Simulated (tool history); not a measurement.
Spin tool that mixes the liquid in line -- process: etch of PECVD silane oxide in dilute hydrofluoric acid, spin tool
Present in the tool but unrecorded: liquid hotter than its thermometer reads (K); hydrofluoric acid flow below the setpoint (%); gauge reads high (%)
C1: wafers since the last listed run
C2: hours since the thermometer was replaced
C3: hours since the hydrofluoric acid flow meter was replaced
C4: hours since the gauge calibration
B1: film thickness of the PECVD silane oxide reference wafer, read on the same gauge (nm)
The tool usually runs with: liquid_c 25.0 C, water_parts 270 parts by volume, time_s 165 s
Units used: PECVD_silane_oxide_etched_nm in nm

{"run": 1, "hour": 0.0, "liquid_c": 25.0, "water_parts": 350, "time_s": 165, "C1": 0, "C2": 1237.6, "C3": 1504.9, "C4": 151.4, "B1": 80.0, "PECVD_silane_oxide_etched_nm": 12.35}
{"run": 2, "hour": 18.8, "liquid_c": 25.0, "water_parts": 270, "time_s": 105, "C1": 153, "C2": 1256.4, "C3": 1523.7, "C4": 170.2, "B1": 79.99, "PECVD_silane_oxide_etched_nm": 10.91}
{"run": 3, "hour": 45.1, "liquid_c": 25.0, "water_parts": 270, "time_s": 105, "C1": 215, "C2": 1282.7, "C3": 1550.0, "C4": 196.5, "B1": 80.0, "PECVD_silane_oxide_etched_nm": 10.97}
{"run": 4, "hour": 76.8, "liquid_c": 25.0, "water_parts": 270, "time_s": 105, "C1": 259, "C2": 1314.4, "C3": 1581.7, "C4": 228.2, "B1": 80.0, "PECVD_silane_oxide_etched_nm": 10.91}
{"run": 5, "hour": 110.9, "liquid_c": 25.0, "water_parts": 270, "time_s": 165, "C1": 278, "C2": 1348.5, "C3": 1615.8, "C4": 262.3, "B1": 79.98, "PECVD_silane_oxide_etched_nm": 17.34}
{"run": 6, "hour": 125.2, "liquid_c": 25.0, "water_parts": 270, "time_s": 165, "C1": 116, "C2": 1362.8, "C3": 1630.1, "C4": 276.6, "B1": 79.98, "PECVD_silane_oxide_etched_nm": 17.27}
{"run": 7, "hour": 146.5, "liquid_c": 25.0, "water_parts": 270, "time_s": 165, "C1": 174, "C2": 1384.1, "C3": 1651.4, "C4": 297.9, "B1": 80.01, "PECVD_silane_oxide_etched_nm": 17.31}
{"run": 8, "hour": 160.6, "liquid_c": 25.0, "water_parts": 270, "time_s": 215, "C1": 115, "C2": 1398.2, "C3": 1665.5, "C4": 312.0, "B1": 80.01, "PECVD_silane_oxide_etched_nm": 22.38}
{"run": 9, "hour": 195.9, "liquid_c": 25.0, "water_parts": 270, "time_s": 165, "C1": 288, "C2": 1433.5, "C3": 1700.8, "C4": 347.3, "B1": 79.99, "PECVD_silane_oxide_etched_nm": 17.45}
{"run": 10, "hour": 214.9, "liquid_c": 25.0, "water_parts": 270, "time_s": 165, "C1": 155, "C2": 1452.5, "C3": 1719.8, "C4": 366.3, "B1": 80.01, "PECVD_silane_oxide_etched_nm": 17.36}
{"run": 11, "hour": 295.5, "liquid_c": 25.0, "water_parts": 270, "time_s": 165, "C1": 659, "C2": 1533.1, "C3": 1800.4, "C4": 446.9, "B1": 79.99, "PECVD_silane_oxide_etched_nm": 17.16}
{"hour": 305.8, "done": "thermometer replaced"}
{"run": 12, "hour": 313.6, "liquid_c": 25.0, "water_parts": 270, "time_s": 165, "C1": 139, "C2": 7.8, "C3": 1818.5, "C4": 465.0, "B1": 80.03, "PECVD_silane_oxide_etched_nm": 17.27}
{"run": 13, "hour": 333.6, "liquid_c": 25.0, "water_parts": 270, "time_s": 165, "C1": 163, "C2": 27.8, "C3": 1838.5, "C4": 485.0, "B1": 80.02, "PECVD_silane_oxide_etched_nm": 17.21}
{"hour": 334.3, "done": "gauge calibrated"}
{"hour": 341.9, "done": "hydrofluoric acid flow meter replaced"}
{"run": 14, "hour": 354.7, "liquid_c": 25.0, "water_parts": 165, "time_s": 165, "C1": 164, "C2": 48.9, "C3": 12.8, "C4": 20.4, "B1": 79.97, "PECVD_silane_oxide_etched_nm": 31.59}
{"run": 15, "hour": 385.1, "liquid_c": 26.5, "water_parts": 375, "time_s": 70, "C1": 248, "C2": 79.3, "C3": 43.2, "C4": 50.8, "B1": 80.01, "PECVD_silane_oxide_etched_nm": 5.06}
{"run": 16, "hour": 418.8, "liquid_c": 25.0, "water_parts": 270, "time_s": 165, "C1": 275, "C2": 113.0, "C3": 76.9, "C4": 84.5, "B1": 80.03, "PECVD_silane_oxide_etched_nm": 17.34}
{"run": 17, "hour": 432.6, "liquid_c": 25.0, "water_parts": 270, "time_s": 165, "C1": 112, "C2": 126.8, "C3": 90.7, "C4": 98.3, "B1": 80.0, "PECVD_silane_oxide_etched_nm": 17.27}
{"run": 18, "hour": 458.3, "liquid_c": 25.0, "water_parts": 270, "time_s": 165, "C1": 210, "C2": 152.5, "C3": 116.4, "C4": 124.0, "B1": 79.98, "PECVD_silane_oxide_etched_nm": 17.11}
{"run": 19, "hour": 478.1, "liquid_c": 22.5, "water_parts": 270, "time_s": 165, "C1": 161, "C2": 172.3, "C3": 136.2, "C4": 143.8, "B1": 80.01, "PECVD_silane_oxide_etched_nm": 15.98}
{"run": 20, "hour": 501.8, "liquid_c": 25.0, "water_parts": 135, "time_s": 165, "C1": 193, "C2": 196.0, "C3": 159.9, "C4": 167.5, "B1": 80.01, "PECVD_silane_oxide_etched_nm": 40.15}
{"run": 21, "hour": 535.2, "liquid_c": 25.0, "water_parts": 270, "time_s": 245, "C1": 273, "C2": 229.4, "C3": 193.3, "C4": 200.9, "B1": 80.03, "PECVD_silane_oxide_etched_nm": 25.74}
{"run": 22, "hour": 563.3, "liquid_c": 28.0, "water_parts": 270, "time_s": 90, "C1": 229, "C2": 257.5, "C3": 221.4, "C4": 229.0, "B1": 80.01, "PECVD_silane_oxide_etched_nm": 10.52}
{"run": 23, "hour": 590.7, "liquid_c": 25.0, "water_parts": 365, "time_s": 220, "C1": 224, "C2": 284.9, "C3": 248.8, "C4": 256.4, "B1": 80.02, "PECVD_silane_oxide_etched_nm": 15.61}
{"run": 24, "hour": 620.5, "liquid_c": 25.0, "water_parts": 375, "time_s": 240, "C1": 243, "C2": 314.7, "C3": 278.6, "C4": 286.2, "B1": 80.01, "PECVD_silane_oxide_etched_nm": 16.5}
{"run": 25, "hour": 639.0, "liquid_c": 25.0, "water_parts": 270, "time_s": 165, "C1": 151, "C2": 333.2, "C3": 297.1, "C4": 304.7, "B1": 79.98, "PECVD_silane_oxide_etched_nm": 17.32}
{"run": 26, "hour": 666.0, "liquid_c": 25.0, "water_parts": 270, "time_s": 110, "C1": 220, "C2": 360.2, "C3": 324.1, "C4": 331.7, "B1": 80.0, "PECVD_silane_oxide_etched_nm": 11.38}
{"run": 27, "hour": 693.9, "liquid_c": 27.5, "water_parts": 200, "time_s": 85, "C1": 228, "C2": 388.1, "C3": 352.0, "C4": 359.6, "B1": 80.0, "PECVD_silane_oxide_etched_nm": 14.11}

Here are 4 independent what-if runs from the current tool condition. What would each one return?
{"run": "A", "hour": 694.4, "liquid_c": 25.0, "water_parts": 270, "time_s": 165, "C1": 4, "C2": 388.6, "C3": 352.5, "C4": 360.1, "B1": "?", "PECVD_silane_oxide_etched_nm": "?"}
{"run": "B", "hour": 694.4, "liquid_c": 26.5, "water_parts": 335, "time_s": 200, "C1": 4, "C2": 388.6, "C3": 352.5, "C4": 360.1, "B1": "?", "PECVD_silane_oxide_etched_nm": "?"}
{"run": "C", "hour": 694.4, "liquid_c": 26.5, "water_parts": 270, "time_s": 165, "C1": 4, "C2": 388.6, "C3": 352.5, "C4": 360.1, "B1": "?", "PECVD_silane_oxide_etched_nm": "?"}
{"run": "D", "hour": 694.4, "liquid_c": 26.5, "water_parts": 205, "time_s": 105, "C1": 4, "C2": 388.6, "C3": 352.5, "C4": 360.1, "B1": "?", "PECVD_silane_oxide_etched_nm": "?"}

run=A B1=79.99 PECVD_silane_oxide_etched_nm=17.46
run=B B1=79.99 PECVD_silane_oxide_etched_nm=16.81
run=C B1=79.99 PECVD_silane_oxide_etched_nm=18.39
run=D B1=79.99 PECVD_silane_oxide_etched_nm=16.55
With no hidden state in the tool, these same runs would have given:
run=A PECVD_silane_oxide_etched_nm=17.46
run=B PECVD_silane_oxide_etched_nm=16.81
run=C PECVD_silane_oxide_etched_nm=18.39
run=D PECVD_silane_oxide_etched_nm=16.55

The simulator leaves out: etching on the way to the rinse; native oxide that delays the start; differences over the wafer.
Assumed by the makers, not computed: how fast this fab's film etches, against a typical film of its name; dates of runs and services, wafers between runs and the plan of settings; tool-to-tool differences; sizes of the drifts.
